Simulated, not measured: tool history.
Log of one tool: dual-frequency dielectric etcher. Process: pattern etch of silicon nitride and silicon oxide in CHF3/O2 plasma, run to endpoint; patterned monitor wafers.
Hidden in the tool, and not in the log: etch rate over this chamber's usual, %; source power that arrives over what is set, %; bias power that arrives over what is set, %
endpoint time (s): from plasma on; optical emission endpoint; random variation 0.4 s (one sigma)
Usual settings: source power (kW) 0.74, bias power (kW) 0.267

run,hour,source power (kW),bias power (kW),wafers since the last listed run,hours since the last wet clean,hours since the last source power generator calibration,hours since the last bias power generator calibration,hours since the last upper electrode change,"incoming incoming film thickness, nm",endpoint time (s)
1,0,0.74,0.267,0,357.2,2390.3,1518.7,2074.2,260.4,129
2,11.6,0.74,0.216,89,368.8,2401.9,1530.3,2085.8,255.5,138.9
3,22.8,0.74,0.216,86,380,2413.1,1541.5,2097,256.8,139.9
4,38.6,0.74,0.216,121,395.8,2428.9,1557.3,2112.8,257.4,139.5
5,45.1,0.74,0.267,50,402.3,2435.4,1563.8,2119.3,255.6,126.3
6,53,0.65,0.231,60,410.2,2443.3,1571.7,2127.2,255.7,143.1
7,64.6,0.65,0.231,89,421.8,2454.9,1583.3,2138.8,255.5,142.9
8,72.4,0.8,0.267,60,429.6,2462.7,1591.1,2146.6,254.7,121.6
9,82.9,0.7,0.267,80,440.1,2473.2,1601.6,2157.1,257.1,130.1
# hour 111.9: wet clean of the chamber
10,112.4,0.7,0.267,42,0.5,2502.7,1631.1,2186.6,255.1,135.5
# hour 139.4: bias power generator calibrated
# hour 150.3: upper electrode replaced
11,150.8,0.85,0.248,181,38.9,2541.1,11.4,0.5,252.6,126
12,153.4,0.74,0.267,20,41.5,2543.7,14,3.1,258.1,132
13,162.9,0.58,0.223,73,51,2553.2,23.5,12.6,257.3,161
14,170.2,0.79,0.267,56,58.3,2560.5,30.8,19.9,259.9,129.4
15,184.3,0.87,0.229,108,72.4,2574.6,44.9,34,256.3,130.1
16,199.9,0.74,0.225,120,88,2590.2,60.5,49.6,255.7,141.8
# hour 208.4: source power generator calibrated
17,212.2,0.74,0.223,63,100.3,3.8,72.8,61.9,256.6,142.6
18,236.9,0.69,0.311,190,125,28.5,97.5,86.6,254.8,125.7
19,247,0.66,0.326,77,135.1,38.6,107.6,96.7,256.2,126.3
20,258.5,0.61,0.267,88,146.6,50.1,119.1,108.2,256.4,143.1
21,266.5,0.91,0.267,61,154.6,58.1,127.1,116.2,253.1,117.3
22,278.9,0.85,0.248,95,167,70.5,139.5,128.6,254.8,126
23,296.3,0.69,0.228,134,184.4,87.9,156.9,146,257.3,144.3
24,332.6,0.89,0.286,279,220.7,124.2,193.2,182.3,253,114.6
25,339.6,0.74,0.225,53,227.7,131.2,200.2,189.3,258.5,140.9

4 ways to go on from here, each from the tool as it stands after run 25. What would each give?
A,340.1,0.74,0.267,3,228.2,131.7,200.7,189.8,253.8,?
B,340.1,0.6,0.243,3,228.2,131.7,200.7,189.8,253.8,?
C,340.1,0.65,0.224,3,228.2,131.7,200.7,189.8,253.8,?
D,340.1,0.6,0.234,3,228.2,131.7,200.7,189.8,253.8,?

run,endpoint time (s)
A,127.8
B,146.9
C,146.5
D,149.3
Without the tool's hidden state the same runs would have given:
run,endpoint time (s)
A,131.1
B,150.6
C,150.2
D,153.1
